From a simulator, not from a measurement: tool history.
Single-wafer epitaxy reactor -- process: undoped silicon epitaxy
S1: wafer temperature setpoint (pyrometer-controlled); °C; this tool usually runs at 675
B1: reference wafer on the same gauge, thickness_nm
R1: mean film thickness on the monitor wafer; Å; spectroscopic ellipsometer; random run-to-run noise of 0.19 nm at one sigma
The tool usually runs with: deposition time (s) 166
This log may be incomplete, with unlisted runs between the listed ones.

Run 1, hour 0.0: usual settings; B1 47.881. Result: R1 476.80 Å.
Run 2, hour 30.9: usual settings but deposition time (s) 148; B1 47.845. Result: R1 420.01 Å.
Run 3, hour 46.6: usual settings; B1 47.751. Result: R1 473.46 Å.
Run 4, hour 75.4: usual settings; B1 47.745. Result: R1 468.41 Å.
Run 5, hour 111.0: usual settings; B1 47.607. Result: R1 472.24 Å.
Run 6, hour 145.7: usual settings but S1 665 °C, deposition time (s) 158; B1 47.529. Result: R1 351.52 Å.
Run 7, hour 159.4: usual settings; B1 47.584. Result: R1 470.30 Å.
Run 8, hour 188.8: usual settings; B1 47.515. Result: R1 465.46 Å.
Run 9, hour 204.0: usual settings; B1 47.566. Result: R1 469.13 Å.
Run 10, hour 223.7: usual settings but S1 681 °C; B1 47.490. Result: R1 539.38 Å.
Run 11, hour 249.9: usual settings but S1 685 °C; B1 47.515. Result: R1 588.44 Å.
Run 12, hour 276.5: usual settings but S1 685 °C; B1 47.437. Result: R1 588.48 Å.
Run 13, hour 289.6: usual settings but S1 685 °C; B1 47.427. Result: R1 591.08 Å.
Run 14, hour 317.4: usual settings; B1 47.432. Result: R1 469.99 Å.
Run 15, hour 351.7: usual settings; B1 47.434. Result: R1 468.83 Å.
Run 16, hour 374.8: usual settings; B1 47.338. Result: R1 469.16 Å.
Run 17, hour 387.3: usual settings but deposition time (s) 141; B1 47.368. Result: R1 398.68 Å.
Run 18, hour 413.0: usual settings but S1 664 °C, deposition time (s) 154; B1 47.368. Result: R1 332.67 Å.
At hour 430.1: pyrometer calibrated.
Run 19, hour 442.2: usual settings; B1 47.322. Result: R1 467.56 Å.
At hour 476.9: gauge calibrated.
Run 20, hour 504.4: usual settings but S1 663 °C, deposition time (s) 152; B1 48.546. Result: R1 329.48 Å.
Run 21, hour 536.5: usual settings but S1 681 °C, deposition time (s) 188; B1 48.401. Result: R1 626.08 Å.
Run 22, hour 552.9: usual settings but S1 680 °C; B1 48.251. Result: R1 534.43 Å.
Run 23, hour 643.6: usual settings but S1 688 °C, deposition time (s) 147; B1 47.932. Result: R1 568.83 Å.
Run 24, hour 678.5: usual settings but S1 682 °C; B1 47.844. Result: R1 556.68 Å.

Forecast run 25:
Run 25, hour 743.7: usual settings but S1 667 °C; B1 ?. Result: R1 ?.

{"run 25": {"B1": 47.693, "R1": 387.57}}
On a tool with no hidden condition, and with the same random variation, this run would have come out at R1 396.01 Å.
